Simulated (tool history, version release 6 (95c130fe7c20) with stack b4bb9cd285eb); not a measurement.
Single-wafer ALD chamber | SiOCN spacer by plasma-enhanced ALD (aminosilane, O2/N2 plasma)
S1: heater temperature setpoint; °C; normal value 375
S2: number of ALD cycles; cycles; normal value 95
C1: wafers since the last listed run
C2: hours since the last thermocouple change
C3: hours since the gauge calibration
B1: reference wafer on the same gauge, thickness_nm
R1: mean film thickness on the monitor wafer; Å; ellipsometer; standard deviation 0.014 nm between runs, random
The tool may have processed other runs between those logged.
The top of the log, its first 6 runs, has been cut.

{"run": 7, "day": 6.408, "S1": 366, "S2": 95, "C1": 83, "C2": 1756.2, "C3": 717.4, "B1": 5.537, "R1": 55.28}
{"run": 8, "day": 7.279, "S1": 366, "S2": 95, "C1": 60, "C2": 1777.1, "C3": 738.3, "B1": 5.538, "R1": 55.56}
{"run": 9, "day": 8.612, "S1": 375, "S2": 95, "C1": 91, "C2": 1809.1, "C3": 770.3, "B1": 5.54, "R1": 55.46}
{"run": 10, "day": 9.758, "S1": 375, "S2": 108, "C1": 78, "C2": 1836.6, "C3": 797.8, "B1": 5.54, "R1": 62.95}
{"run": 11, "day": 13.467, "S1": 375, "S2": 108, "C1": 255, "C2": 1925.6, "C3": 886.8, "B1": 5.549, "R1": 63.17}
{"run": 12, "day": 14.275, "S1": 375, "S2": 88, "C1": 55, "C2": 1945.0, "C3": 906.2, "B1": 5.546, "R1": 51.41}
{"run": 13, "day": 15.083, "S1": 375, "S2": 88, "C1": 55, "C2": 1964.4, "C3": 925.6, "B1": 5.553, "R1": 51.38}
{"day": 18.033, "done": "thermocouple changed; heater temperature recalibrated"}
{"run": 14, "day": 18.767, "S1": 375, "S2": 88, "C1": 230, "C2": 17.6, "C3": 1014.0, "B1": 5.557, "R1": 51.32}
{"run": 15, "day": 20.192, "S1": 375, "S2": 95, "C1": 98, "C2": 51.8, "C3": 1048.2, "B1": 5.561, "R1": 55.44}
{"run": 16, "day": 24.046, "S1": 375, "S2": 95, "C1": 265, "C2": 144.3, "C3": 1140.7, "B1": 5.572, "R1": 55.61}
{"run": 17, "day": 25.208, "S1": 375, "S2": 107, "C1": 80, "C2": 172.2, "C3": 1168.6, "B1": 5.576, "R1": 62.85}
{"run": 18, "day": 26.304, "S1": 375, "S2": 88, "C1": 75, "C2": 198.5, "C3": 1194.9, "B1": 5.575, "R1": 51.73}
{"run": 19, "day": 27.238, "S1": 375, "S2": 86, "C1": 64, "C2": 220.9, "C3": 1217.3, "B1": 5.584, "R1": 50.61}
{"day": 27.275, "done": "gauge calibrated"}
{"run": 20, "day": 28.658, "S1": 380, "S2": 109, "C1": 97, "C2": 255.0, "C3": 33.2, "B1": 5.512, "R1": 63.18}
{"run": 21, "day": 29.558, "S1": 383, "S2": 86, "C1": 62, "C2": 276.6, "C3": 54.8, "B1": 5.512, "R1": 50.09}
{"run": 22, "day": 30.375, "S1": 371, "S2": 85, "C1": 56, "C2": 296.2, "C3": 74.4, "B1": 5.511, "R1": 49.29}
{"run": 23, "day": 30.879, "S1": 363, "S2": 77, "C1": 34, "C2": 308.3, "C3": 86.5, "B1": 5.515, "R1": 44.68}

What will run 24 give?
{"run": 24, "day": 31.512, "S1": 367, "S2": 95, "C1": 43, "C2": 323.5, "C3": 101.7, "B1": "?", "R1": "?"}

B1: 5.510
R1: 55.31 Å
Without the tool's hidden state the same run would have given R1 55.30 Å.
